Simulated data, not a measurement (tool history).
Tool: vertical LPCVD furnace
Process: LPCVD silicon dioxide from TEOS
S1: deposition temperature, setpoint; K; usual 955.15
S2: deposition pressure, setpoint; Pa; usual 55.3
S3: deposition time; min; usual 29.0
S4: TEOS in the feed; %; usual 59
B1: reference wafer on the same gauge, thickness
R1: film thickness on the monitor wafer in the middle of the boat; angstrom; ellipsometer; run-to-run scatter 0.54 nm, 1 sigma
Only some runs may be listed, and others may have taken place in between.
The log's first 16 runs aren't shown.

run,hour,S1,S2,S3,S4,B1,R1
17,1394.8,955.15,58.7,29.0,59,133.98,1704.5
18,1439.9,955.15,55.3,29.0,49,133.94,1512.7
19,1512.8,962.15,55.3,35.5,59,134.08,2419.9
20,1599.9,955.15,55.3,29.0,59,133.99,1665.2
21,1654.3,955.15,55.3,29.0,59,133.99,1675.3
22,1756.3,955.15,66.0,29.0,59,134.00,1814.5
23,1814.5,961.15,55.3,17.5,59,134.04,1166.5
24,1917.8,967.15,42.0,32.0,59,134.03,2133.5
25,1983.4,946.15,55.3,20.5,59,134.01,950.8
26,2087.6,955.15,55.3,29.0,59,133.98,1673.7
27,2179.7,955.15,55.3,29.0,59,134.14,1683.3
28,2245.9,955.15,46.7,29.0,59,134.00,1549.5
29,2285.0,951.15,55.3,29.0,59,134.09,1529.3
30,2389.1,955.15,62.0,29.0,64,134.04,1854.0
31,2427.5,955.15,55.3,29.0,59,134.01,1686.1

Each row is a separate what-if for the run after 31, all from the same tool condition, not one after another. Results?
A,2431.4,955.15,55.3,29.0,50,?,?
B,2431.4,955.15,55.3,22.5,59,?,?
C,2431.4,955.15,60.0,29.0,59,?,?
D,2431.4,944.15,55.3,33.5,59,?,?

run,B1,R1
A,134.00,1556.2
B,134.00,1311.5
C,134.00,1758.9
D,134.00,1493.2
With no hidden state in the tool, these same runs would have given:
run,R1
A,1509.1
B,1271.9
C,1707.1
D,1447.4

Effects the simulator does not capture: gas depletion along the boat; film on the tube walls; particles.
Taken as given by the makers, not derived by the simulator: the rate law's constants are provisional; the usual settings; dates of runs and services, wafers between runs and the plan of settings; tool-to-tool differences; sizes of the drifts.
